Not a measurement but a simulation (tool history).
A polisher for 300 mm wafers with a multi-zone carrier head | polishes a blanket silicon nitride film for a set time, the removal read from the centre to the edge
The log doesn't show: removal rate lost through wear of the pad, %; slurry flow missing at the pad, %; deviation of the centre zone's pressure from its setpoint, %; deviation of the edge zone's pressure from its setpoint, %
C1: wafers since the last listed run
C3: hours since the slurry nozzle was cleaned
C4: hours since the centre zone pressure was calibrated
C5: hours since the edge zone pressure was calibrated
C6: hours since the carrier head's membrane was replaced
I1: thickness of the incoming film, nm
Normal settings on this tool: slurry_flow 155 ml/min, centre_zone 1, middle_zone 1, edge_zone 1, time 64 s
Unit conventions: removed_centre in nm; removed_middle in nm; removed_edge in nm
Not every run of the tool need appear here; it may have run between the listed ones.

{"run": 1, "hour": 0.0, "slurry_flow": 155, "centre_zone": 1.06, "middle_zone": 1, "edge_zone": 1, "time": 64, "C1": 0, "wafers polished on this pad": 794, "C3": 151.3, "C4": 459.2, "C5": 272, "C6": 1145.9, "I1": 512.8, "removed_centre": 116.3, "removed_middle": 110.8, "removed_edge": 110.8}
{"run": 2, "hour": 27.0, "slurry_flow": 155, "centre_zone": 1.06, "middle_zone": 1, "edge_zone": 1, "time": 64, "C1": 373, "wafers polished on this pad": 1168, "C3": 178.3, "C4": 486.2, "C5": 299, "C6": 1172.9, "I1": 517.1, "removed_centre": 114.2, "removed_middle": 111.2, "removed_edge": 112.8}
{"run": 3, "hour": 87.1, "slurry_flow": 155, "centre_zone": 1.06, "middle_zone": 1, "edge_zone": 1, "time": 64, "C1": 832, "wafers polished on this pad": 2000, "C3": 238.4, "C4": 546.3, "C5": 359.1, "C6": 1233, "I1": 525.9, "removed_centre": 114.5, "removed_middle": 110.4, "removed_edge": 111.4}
{"run": 4, "hour": 129.6, "slurry_flow": 155, "centre_zone": 0.91, "middle_zone": 1, "edge_zone": 1, "time": 64, "C1": 588, "wafers polished on this pad": 2588, "C3": 280.9, "C4": 588.8, "C5": 401.6, "C6": 1275.5, "I1": 512.9, "removed_centre": 99.7, "removed_middle": 111.7, "removed_edge": 109.8}
{"hour": 146.3, "done": "edge zone pressure recalibrated"}
{"run": 5, "hour": 156.1, "slurry_flow": 155, "centre_zone": 0.91, "middle_zone": 1, "edge_zone": 1, "time": 64, "C1": 339, "wafers polished on this pad": 2927, "C3": 307.4, "C4": 615.3, "C5": 9.8, "C6": 1302, "I1": 523.7, "removed_centre": 98.7, "removed_middle": 110.9, "removed_edge": 111.2}
{"hour": 165.7, "done": "worn pad replaced by a new one"}
{"run": 6, "hour": 224.4, "slurry_flow": 155, "centre_zone": 1, "middle_zone": 1, "edge_zone": 1, "time": 59, "C1": 890, "wafers polished on this pad": 812, "C3": 375.7, "C4": 683.6, "C5": 78.1, "C6": 1370.3, "I1": 516.7, "removed_centre": 101.5, "removed_middle": 102.1, "removed_edge": 103.9}
{"run": 7, "hour": 263.0, "slurry_flow": 155, "centre_zone": 1, "middle_zone": 1, "edge_zone": 1, "time": 59, "C1": 534, "wafers polished on this pad": 1347, "C3": 414.3, "C4": 722.2, "C5": 116.7, "C6": 1408.9, "I1": 516.7, "removed_centre": 99.3, "removed_middle": 102.8, "removed_edge": 102.4}
{"hour": 324.3, "done": "slurry nozzle cleaned"}
{"hour": 343.9, "done": "worn pad replaced by a new one"}
{"run": 8, "hour": 372.3, "slurry_flow": 155, "centre_zone": 1, "middle_zone": 1, "edge_zone": 1, "time": 64, "C1": 1444, "wafers polished on this pad": 393, "C3": 48, "C4": 831.5, "C5": 226, "C6": 1518.2, "I1": 520.6, "removed_centre": 110.5, "removed_middle": 110.7, "removed_edge": 110.9}
{"hour": 439.9, "done": "centre zone pressure recalibrated"}
{"run": 9, "hour": 537.1, "slurry_flow": 155, "centre_zone": 1, "middle_zone": 1, "edge_zone": 1, "time": 64, "C1": 2254, "wafers polished on this pad": 2647, "C3": 212.8, "C4": 97.2, "C5": 390.8, "C6": 1683, "I1": 525.1, "removed_centre": 109.7, "removed_middle": 111.3, "removed_edge": 110.4}
{"hour": 550.4, "done": "worn pad replaced by a new one"}
{"run": 10, "hour": 587.9, "slurry_flow": 155, "centre_zone": 1, "middle_zone": 1, "edge_zone": 1, "time": 64, "C1": 647, "wafers polished on this pad": 519, "C3": 263.6, "C4": 148, "C5": 441.6, "C6": 1733.8, "I1": 511.5, "removed_centre": 108.9, "removed_middle": 111.3, "removed_edge": 110.8}
{"hour": 638.0, "done": "carrier head's membrane replaced by a new one"}
{"run": 11, "hour": 642.9, "slurry_flow": 155, "centre_zone": 1, "middle_zone": 1, "edge_zone": 1, "time": 64, "C1": 692, "wafers polished on this pad": 1211, "C3": 318.6, "C4": 203, "C5": 496.6, "C6": 4.9, "I1": 520.1, "removed_centre": 110.5, "removed_middle": 110.3, "removed_edge": 111.7}
{"hour": 653.5, "done": "edge zone pressure recalibrated"}
{"run": 12, "hour": 673.9, "slurry_flow": 180, "centre_zone": 0.93, "middle_zone": 1, "edge_zone": 1, "time": 64, "C1": 401, "wafers polished on this pad": 1612, "C3": 349.6, "C4": 234, "C5": 20.4, "C6": 35.9, "I1": 522, "removed_centre": 108.1, "removed_middle": 112.5, "removed_edge": 113.9}
{"run": 13, "hour": 698.7, "slurry_flow": 105, "centre_zone": 1, "middle_zone": 1, "edge_zone": 1, "time": 64, "C1": 343, "wafers polished on this pad": 1956, "C3": 374.4, "C4": 258.8, "C5": 45.2, "C6": 60.7, "I1": 526.3, "removed_centre": 99.6, "removed_middle": 101.4, "removed_edge": 105.9}
{"hour": 756.3, "done": "worn pad replaced by a new one"}
{"run": 14, "hour": 756.6, "slurry_flow": 155, "centre_zone": 1, "middle_zone": 1.07, "edge_zone": 1.11, "time": 64, "C1": 746, "wafers polished on this pad": 4, "C3": 432.3, "C4": 316.7, "C5": 103.1, "C6": 118.6, "I1": 520.2, "removed_centre": 110.9, "removed_middle": 117.2, "removed_edge": 116.3}
{"run": 15, "hour": 808.0, "slurry_flow": 155, "centre_zone": 0.89, "middle_zone": 1.03, "edge_zone": 1, "time": 53, "C1": 711, "wafers polished on this pad": 716, "C3": 483.7, "C4": 368.1, "C5": 154.5, "C6": 170, "I1": 519.5, "removed_centre": 80.8, "removed_middle": 93.8, "removed_edge": 91.7}
{"run": 16, "hour": 832.5, "slurry_flow": 155, "centre_zone": 1, "middle_zone": 1.09, "edge_zone": 1, "time": 64, "C1": 339, "wafers polished on this pad": 1055, "C3": 508.2, "C4": 392.6, "C5": 179, "C6": 194.5, "I1": 514.8, "removed_centre": 109, "removed_middle": 118.4, "removed_edge": 111.3}
{"run": 17, "hour": 859.6, "slurry_flow": 155, "centre_zone": 1.08, "middle_zone": 1, "edge_zone": 1, "time": 64, "C1": 375, "wafers polished on this pad": 1430, "C3": 535.3, "C4": 419.7, "C5": 206.1, "C6": 221.6, "I1": 519.3, "removed_centre": 116.4, "removed_middle": 112, "removed_edge": 111.1}
{"run": 18, "hour": 886.4, "slurry_flow": 155, "centre_zone": 1.11, "middle_zone": 1, "edge_zone": 1, "time": 48, "C1": 371, "wafers polished on this pad": 1801, "C3": 562.1, "C4": 446.5, "C5": 232.9, "C6": 248.4, "I1": 516.3, "removed_centre": 91.9, "removed_middle": 83.7, "removed_edge": 82.4}
{"hour": 923.5, "done": "slurry nozzle cleaned"}
{"run": 19, "hour": 941.4, "slurry_flow": 155, "centre_zone": 1, "middle_zone": 1, "edge_zone": 1, "time": 64, "C1": 747, "wafers polished on this pad": 2549, "C3": 17.9, "C4": 501.5, "C5": 287.9, "C6": 303.4, "I1": 522.5, "removed_centre": 108.7, "removed_middle": 111, "removed_edge": 111.4}
{"hour": 947.9, "done": "worn pad replaced by a new one"}
{"run": 20, "hour": 976.2, "slurry_flow": 155, "centre_zone": 1, "middle_zone": 1, "edge_zone": 1, "time": 75, "C1": 426, "wafers polished on this pad": 392, "C3": 52.7, "C4": 536.3, "C5": 322.7, "C6": 338.2, "I1": 524.5, "removed_centre": 124.2, "removed_middle": 128.1, "removed_edge": 130.6}

Forecast each of these 5 alternatives for the next run:
{"run": "A", "hour": 976.6, "slurry_flow": 155, "centre_zone": 1, "middle_zone": 1, "edge_zone": 1.05, "time": 64, "C1": 5, "wafers polished on this pad": 397, "C3": 53.1, "C4": 536.7, "C5": 323.1, "C6": 338.6, "I1": 522.4, "removed_centre": "?", "removed_middle": "?", "removed_edge": "?"}
{"run": "B", "hour": 976.6, "slurry_flow": 130, "centre_zone": 1.08, "middle_zone": 1.06, "edge_zone": 1, "time": 79, "C1": 5, "wafers polished on this pad": 397, "C3": 53.1, "C4": 536.7, "C5": 323.1, "C6": 338.6, "I1": 522.4, "removed_centre": "?", "removed_middle": "?", "removed_edge": "?"}
{"run": "C", "hour": 976.6, "slurry_flow": 155, "centre_zone": 1.04, "middle_zone": 0.95, "edge_zone": 1.05, "time": 48, "C1": 5, "wafers polished on this pad": 397, "C3": 53.1, "C4": 536.7, "C5": 323.1, "C6": 338.6, "I1": 522.4, "removed_centre": "?", "removed_middle": "?", "removed_edge": "?"}
{"run": "D", "hour": 976.6, "slurry_flow": 155, "centre_zone": 0.94, "middle_zone": 0.95, "edge_zone": 0.91, "time": 76, "C1": 5, "wafers polished on this pad": 397, "C3": 53.1, "C4": 536.7, "C5": 323.1, "C6": 338.6, "I1": 522.4, "removed_centre": "?", "removed_middle": "?", "removed_edge": "?"}
{"run": "E", "hour": 976.6, "slurry_flow": 155, "centre_zone": 1, "middle_zone": 1, "edge_zone": 0.93, "time": 64, "C1": 5, "wafers polished on this pad": 397, "C3": 53.1, "C4": 536.7, "C5": 323.1, "C6": 338.6, "I1": 522.4, "removed_centre": "?", "removed_middle": "?", "removed_edge": "?"}

run=A removed_centre=110.5 removed_middle=111.7 removed_edge=114.2
run=B removed_centre=142 removed_middle=139.7 removed_edge=134.3
run=C removed_centre=86.2 removed_middle=80.4 removed_edge=85.7
run=D removed_centre=123.3 removed_middle=127.4 removed_edge=126.7
run=E removed_centre=110.5 removed_middle=111.7 removed_edge=107.7
With no hidden state in the tool, these same runs would have given:
run=A removed_centre=110.5 removed_middle=111.7 removed_edge=114.2
run=B removed_centre=142 removed_middle=139.7 removed_edge=134.3
run=C removed_centre=86.2 removed_middle=80.4 removed_edge=85.7
run=D removed_centre=123.3 removed_middle=127.4 removed_edge=126.7
run=E removed_centre=110.5 removed_middle=111.7 removed_edge=107.7
